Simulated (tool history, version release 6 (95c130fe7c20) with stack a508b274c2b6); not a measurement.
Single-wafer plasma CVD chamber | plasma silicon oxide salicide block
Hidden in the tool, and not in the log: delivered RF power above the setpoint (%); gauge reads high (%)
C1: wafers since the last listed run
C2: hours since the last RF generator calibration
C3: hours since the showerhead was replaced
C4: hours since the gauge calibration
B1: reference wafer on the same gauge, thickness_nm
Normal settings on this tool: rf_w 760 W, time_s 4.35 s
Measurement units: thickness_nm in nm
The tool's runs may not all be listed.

{"run": 1, "hour": 0.0, "rf_w": 760, "time_s": 4.35, "C1": 0, "C2": 1001.5, "C3": 6126.9, "C4": 110.3, "B1": 54.807, "thickness_nm": 47.085}
{"run": 2, "hour": 14.4, "rf_w": 760, "time_s": 4.35, "C1": 326, "C2": 1015.9, "C3": 6141.3, "C4": 124.7, "B1": 54.778, "thickness_nm": 47.205}
{"run": 3, "hour": 24.7, "rf_w": 760, "time_s": 4.35, "C1": 233, "C2": 1026.2, "C3": 6151.6, "C4": 135.0, "B1": 54.806, "thickness_nm": 47.08}
{"run": 4, "hour": 31.7, "rf_w": 650, "time_s": 4.35, "C1": 158, "C2": 1033.2, "C3": 6158.6, "C4": 142.0, "B1": 54.798, "thickness_nm": 44.802}
{"run": 5, "hour": 39.5, "rf_w": 650, "time_s": 4.35, "C1": 176, "C2": 1041.0, "C3": 6166.4, "C4": 149.8, "B1": 54.779, "thickness_nm": 44.707}
{"run": 6, "hour": 49.0, "rf_w": 650, "time_s": 4.35, "C1": 215, "C2": 1050.5, "C3": 6175.9, "C4": 159.3, "B1": 54.806, "thickness_nm": 44.596}
{"run": 7, "hour": 56.5, "rf_w": 760, "time_s": 4.35, "C1": 170, "C2": 1058.0, "C3": 6183.4, "C4": 166.8, "B1": 54.796, "thickness_nm": 47.142}
{"run": 8, "hour": 66.2, "rf_w": 760, "time_s": 4.35, "C1": 219, "C2": 1067.7, "C3": 6193.1, "C4": 176.5, "B1": 54.78, "thickness_nm": 47.083}
{"run": 9, "hour": 73.8, "rf_w": 760, "time_s": 4.35, "C1": 172, "C2": 1075.3, "C3": 6200.7, "C4": 184.1, "B1": 54.799, "thickness_nm": 47.016}
{"run": 10, "hour": 88.5, "rf_w": 760, "time_s": 4.35, "C1": 333, "C2": 1090.0, "C3": 6215.4, "C4": 198.8, "B1": 54.801, "thickness_nm": 47.073}
{"hour": 97.3, "done": "showerhead replaced"}
{"hour": 104.5, "done": "gauge calibrated"}
{"run": 11, "hour": 120.4, "rf_w": 880, "time_s": 4.62, "C1": 541, "C2": 1121.9, "C3": 23.1, "C4": 15.9, "B1": 54.791, "thickness_nm": 52.156}
{"run": 12, "hour": 134.5, "rf_w": 760, "time_s": 4.96, "C1": 319, "C2": 1136.0, "C3": 37.2, "C4": 30.0, "B1": 54.825, "thickness_nm": 53.511}
{"hour": 155.9, "done": "RF generator calibrated"}
{"run": 13, "hour": 156.4, "rf_w": 760, "time_s": 4.35, "C1": 315, "C2": 0.5, "C3": 59.1, "C4": 51.9, "B1": 54.789, "thickness_nm": 47.877}
{"run": 14, "hour": 158.6, "rf_w": 800, "time_s": 3.9, "C1": 49, "C2": 2.7, "C3": 61.3, "C4": 54.1, "B1": 54.822, "thickness_nm": 43.636}
{"run": 15, "hour": 166.8, "rf_w": 805, "time_s": 4.35, "C1": 185, "C2": 10.9, "C3": 69.5, "C4": 62.3, "B1": 54.801, "thickness_nm": 48.774}
{"run": 16, "hour": 175.8, "rf_w": 760, "time_s": 4.35, "C1": 204, "C2": 19.9, "C3": 78.5, "C4": 71.3, "B1": 54.803, "thickness_nm": 47.933}
{"run": 17, "hour": 182.6, "rf_w": 675, "time_s": 4.35, "C1": 154, "C2": 26.7, "C3": 85.3, "C4": 78.1, "B1": 54.796, "thickness_nm": 46.122}
{"run": 18, "hour": 198.3, "rf_w": 835, "time_s": 3.78, "C1": 355, "C2": 42.4, "C3": 101.0, "C4": 93.8, "B1": 54.802, "thickness_nm": 42.964}
{"run": 19, "hour": 210.7, "rf_w": 695, "time_s": 4.79, "C1": 281, "C2": 54.8, "C3": 113.4, "C4": 106.2, "B1": 54.804, "thickness_nm": 51.358}
{"run": 20, "hour": 218.0, "rf_w": 690, "time_s": 4.93, "C1": 165, "C2": 62.1, "C3": 120.7, "C4": 113.5, "B1": 54.771, "thickness_nm": 52.673}
{"run": 21, "hour": 228.5, "rf_w": 760, "time_s": 4.35, "C1": 238, "C2": 72.6, "C3": 131.2, "C4": 124.0, "B1": 54.8, "thickness_nm": 47.794}
{"run": 22, "hour": 236.5, "rf_w": 855, "time_s": 4.35, "C1": 181, "C2": 80.6, "C3": 139.2, "C4": 132.0, "B1": 54.805, "thickness_nm": 49.588}

Here are 4 independent what-if runs from the current tool condition. What would each one return?
{"run": "A", "hour": 236.9, "rf_w": 810, "time_s": 4.35, "C1": 9, "C2": 81.0, "C3": 139.6, "C4": 132.4, "B1": "?", "thickness_nm": "?"}
{"run": "B", "hour": 236.9, "rf_w": 620, "time_s": 3.69, "C1": 9, "C2": 81.0, "C3": 139.6, "C4": 132.4, "B1": "?", "thickness_nm": "?"}
{"run": "C", "hour": 236.9, "rf_w": 610, "time_s": 4.13, "C1": 9, "C2": 81.0, "C3": 139.6, "C4": 132.4, "B1": "?", "thickness_nm": "?"}
{"run": "D", "hour": 236.9, "rf_w": 715, "time_s": 4.35, "C1": 9, "C2": 81.0, "C3": 139.6, "C4": 132.4, "B1": "?", "thickness_nm": "?"}

run=A B1=54.792 thickness_nm=48.971
run=B B1=54.792 thickness_nm=38.187
run=C B1=54.792 thickness_nm=42.521
run=D B1=54.792 thickness_nm=47.091
Take away the tool's hidden state, keep each run's random variation, and the runs would have read:
run=A thickness_nm=49.093
run=B thickness_nm=38.283
run=C thickness_nm=42.627
run=D thickness_nm=47.208

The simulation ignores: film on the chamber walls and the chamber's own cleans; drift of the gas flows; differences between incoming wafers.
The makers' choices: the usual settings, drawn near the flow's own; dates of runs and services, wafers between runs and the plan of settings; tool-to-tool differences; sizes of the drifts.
